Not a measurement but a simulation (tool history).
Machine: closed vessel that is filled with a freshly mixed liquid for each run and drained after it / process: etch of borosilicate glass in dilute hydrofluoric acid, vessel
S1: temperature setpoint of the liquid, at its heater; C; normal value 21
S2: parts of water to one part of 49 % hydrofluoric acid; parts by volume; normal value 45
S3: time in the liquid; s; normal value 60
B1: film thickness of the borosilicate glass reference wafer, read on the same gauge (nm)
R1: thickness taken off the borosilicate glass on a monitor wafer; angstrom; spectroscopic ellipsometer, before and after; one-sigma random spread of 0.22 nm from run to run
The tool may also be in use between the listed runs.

{"run": 1, "hour": 0.0, "S1": 21, "S2": 35, "S3": 60, "B1": 80.01, "R1": 447.7}
{"run": 2, "hour": 17.7, "S1": 21, "S2": 35, "S3": 60, "B1": 80.05, "R1": 443.8}
{"hour": 22.4, "done": "gauge calibrated"}
{"run": 3, "hour": 32.1, "S1": 21, "S2": 35, "S3": 60, "B1": 79.96, "R1": 444.7}
{"run": 4, "hour": 44.7, "S1": 21, "S2": 45, "S3": 45, "B1": 79.99, "R1": 257.4}
{"run": 5, "hour": 57.9, "S1": 21, "S2": 45, "S3": 45, "B1": 79.98, "R1": 255.7}
{"run": 6, "hour": 73.9, "S1": 21, "S2": 45, "S3": 35, "B1": 79.98, "R1": 198.5}
{"run": 7, "hour": 111.0, "S1": 21, "S2": 45, "S3": 35, "B1": 80, "R1": 197.9}
{"run": 8, "hour": 125.2, "S1": 21, "S2": 45, "S3": 60, "B1": 80.04, "R1": 334.1}
{"run": 9, "hour": 131.9, "S1": 21, "S2": 45, "S3": 60, "B1": 80.01, "R1": 337.9}
{"run": 10, "hour": 145.8, "S1": 21, "S2": 50, "S3": 60, "B1": 80, "R1": 300.3}
{"run": 11, "hour": 156.0, "S1": 21, "S2": 50, "S3": 60, "B1": 79.97, "R1": 302}
{"run": 12, "hour": 164.6, "S1": 21, "S2": 50, "S3": 60, "B1": 79.97, "R1": 298.9}
{"run": 13, "hour": 172.0, "S1": 17, "S2": 60, "S3": 45, "B1": 80.01, "R1": 157}
{"run": 14, "hour": 179.9, "S1": 18, "S2": 35, "S3": 70, "B1": 80.03, "R1": 447.7}
{"run": 15, "hour": 196.6, "S1": 17.5, "S2": 40, "S3": 70, "B1": 80.03, "R1": 379.7}
{"run": 16, "hour": 208.9, "S1": 21, "S2": 60, "S3": 60, "B1": 80.01, "R1": 245}
{"hour": 212.4, "done": "thermometer replaced"}
{"run": 17, "hour": 225.9, "S1": 22.5, "S2": 35, "S3": 70, "B1": 79.97, "R1": 537.5}
{"run": 18, "hour": 233.5, "S1": 21, "S2": 45, "S3": 60, "B1": 80.01, "R1": 331.6}
{"run": 19, "hour": 239.8, "S1": 17.5, "S2": 55, "S3": 40, "B1": 79.98, "R1": 154}
{"run": 20, "hour": 257.6, "S1": 21, "S2": 35, "S3": 30, "B1": 79.97, "R1": 217.3}
{"run": 21, "hour": 270.3, "S1": 17, "S2": 30, "S3": 80, "B1": 80.05, "R1": 564}
{"run": 22, "hour": 277.2, "S1": 24.5, "S2": 45, "S3": 80, "B1": 79.99, "R1": 505}
{"run": 23, "hour": 294.2, "S1": 21, "S2": 45, "S3": 60, "B1": 80.03, "R1": 329.2}
{"run": 24, "hour": 306.1, "S1": 21, "S2": 45, "S3": 45, "B1": 79.99, "R1": 244.1}
{"run": 25, "hour": 319.3, "S1": 21, "S2": 45, "S3": 60, "B1": 80, "R1": 326}
{"hour": 327.6, "done": "gauge calibrated"}
{"run": 26, "hour": 328.9, "S1": 18.5, "S2": 25, "S3": 35, "B1": 79.98, "R1": 319.1}
{"hour": 330.4, "done": "hydrofluoric acid flow meter replaced"}
{"run": 27, "hour": 343.9, "S1": 22.5, "S2": 45, "S3": 60, "B1": 80.02, "R1": 376.5}
{"run": 28, "hour": 352.6, "S1": 21, "S2": 45, "S3": 60, "B1": 80, "R1": 352.7}
{"run": 29, "hour": 362.7, "S1": 21, "S2": 55, "S3": 80, "B1": 80.02, "R1": 379.9}
{"run": 30, "hour": 371.7, "S1": 17, "S2": 55, "S3": 30, "B1": 79.97, "R1": 119.4}
{"run": 31, "hour": 381.5, "S1": 25.5, "S2": 30, "S3": 60, "B1": 79.99, "R1": 644.6}
{"run": 32, "hour": 398.5, "S1": 21, "S2": 45, "S3": 60, "B1": 80.02, "R1": 347.7}
{"run": 33, "hour": 409.0, "S1": 17, "S2": 30, "S3": 35, "B1": 80.03, "R1": 260.2}
{"run": 34, "hour": 448.8, "S1": 21, "S2": 45, "S3": 60, "B1": 79.98, "R1": 346.8}

Branching from run 34: 3 alternative next runs. What would each branch give?
{"run": "A", "hour": 449.5, "S1": 19.5, "S2": 45, "S3": 60, "B1": "?", "R1": "?"}
{"run": "B", "hour": 449.5, "S1": 21, "S2": 50, "S3": 30, "B1": "?", "R1": "?"}
{"run": "C", "hour": 449.5, "S1": 17, "S2": 65, "S3": 40, "B1": "?", "R1": "?"}

run=A B1=79.99 R1=324.8
run=B B1=79.99 R1=154.8
run=C B1=79.99 R1=131.6
Without the tool's hidden state the same runs would have given:
run=A R1=331
run=B R1=157.8
run=C R1=134.1
